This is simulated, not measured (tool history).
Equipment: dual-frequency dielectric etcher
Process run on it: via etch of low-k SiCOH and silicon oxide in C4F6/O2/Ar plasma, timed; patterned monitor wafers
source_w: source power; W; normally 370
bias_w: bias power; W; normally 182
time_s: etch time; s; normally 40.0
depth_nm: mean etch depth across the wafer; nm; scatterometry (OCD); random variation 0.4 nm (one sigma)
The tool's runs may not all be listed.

| run | hour | source_w | bias_w | time_s | wafers since the last listed run | hours since the last wet clean | hours since the last source power generator calibration | hours since the last bias power generator calibration | hours since the last upper electrode change | hours since the gauge calibration | read-back reference wafer on the same gauge, depth_nm | depth_nm |
|---|---|---|---|---|---|---|---|---|---|---|---|---|
| 1 | 0.0 | 370 | 215 | 40.0 | 0 | 476.4 | 1505.0 | 1610.7 | 2565.7 | 151.0 | 108.9 | 98.1 |
|  | 93.9 | wet clean of the chamber |
| 2 | 94.4 | 370 | 215 | 40.0 | 736 | 0.5 | 1599.4 | 1705.1 | 2660.1 | 245.4 | 108.8 | 102.5 |
| 3 | 127.9 | 370 | 215 | 40.0 | 350 | 34.0 | 1632.9 | 1738.6 | 2693.6 | 278.9 | 108.9 | 101.7 |
| 4 | 359.9 | 370 | 182 | 40.0 | 2426 | 266.0 | 1864.9 | 1970.6 | 2925.6 | 510.9 | 109.0 | 93.9 |
|  | 405.3 | bias power generator calibrated |
|  | 424.6 | upper electrode replaced |
| 5 | 425.1 | 370 | 182 | 40.0 | 438 | 331.2 | 1930.1 | 19.8 | 0.5 | 576.1 | 108.8 | 94.1 |
| 6 | 493.9 | 370 | 182 | 40.0 | 719 | 400.0 | 1998.9 | 88.6 | 69.3 | 644.9 | 108.8 | 92.5 |
| 7 | 531.4 | 370 | 182 | 40.0 | 392 | 437.5 | 2036.4 | 126.1 | 106.8 | 682.4 | 108.9 | 92.5 |
| 8 | 607.9 | 350 | 223 | 52.0 | 800 | 514.0 | 2112.9 | 202.6 | 183.3 | 758.9 | 108.9 | 126.5 |
|  | 660.3 | wet clean of the chamber |
| 9 | 660.8 | 370 | 202 | 40.0 | 302 | 0.5 | 2165.8 | 255.5 | 236.2 | 811.8 | 109.0 | 100.2 |
| 10 | 753.3 | 370 | 182 | 40.0 | 967 | 93.0 | 2258.3 | 348.0 | 328.7 | 904.3 | 108.8 | 95.9 |
|  | 773.0 | source power generator calibrated |
|  | 811.1 | gauge calibrated |
| 11 | 840.8 | 310 | 182 | 40.0 | 873 | 180.5 | 67.8 | 435.5 | 416.2 | 29.7 | 108.8 | 91.4 |
| 12 | 925.0 | 370 | 143 | 40.0 | 880 | 264.7 | 152.0 | 519.7 | 500.4 | 113.9 | 109.0 | 86.4 |
| 13 | 975.0 | 420 | 204 | 35.5 | 522 | 314.7 | 202.0 | 569.7 | 550.4 | 163.9 | 109.0 | 89.1 |

What does the tool deliver on the next run?
| 14 | 1065.1 | 370 | 182 | 44.5 | 942 | 404.8 | 292.1 | 659.8 | 640.5 | 254.0 | ? | ? |

Run 14 produced read-back reference wafer on the same gauge, depth_nm 109.0, depth_nm 102.6 nm.
Minus the tool's unlogged condition, the same run would have read depth_nm 106.9 nm.
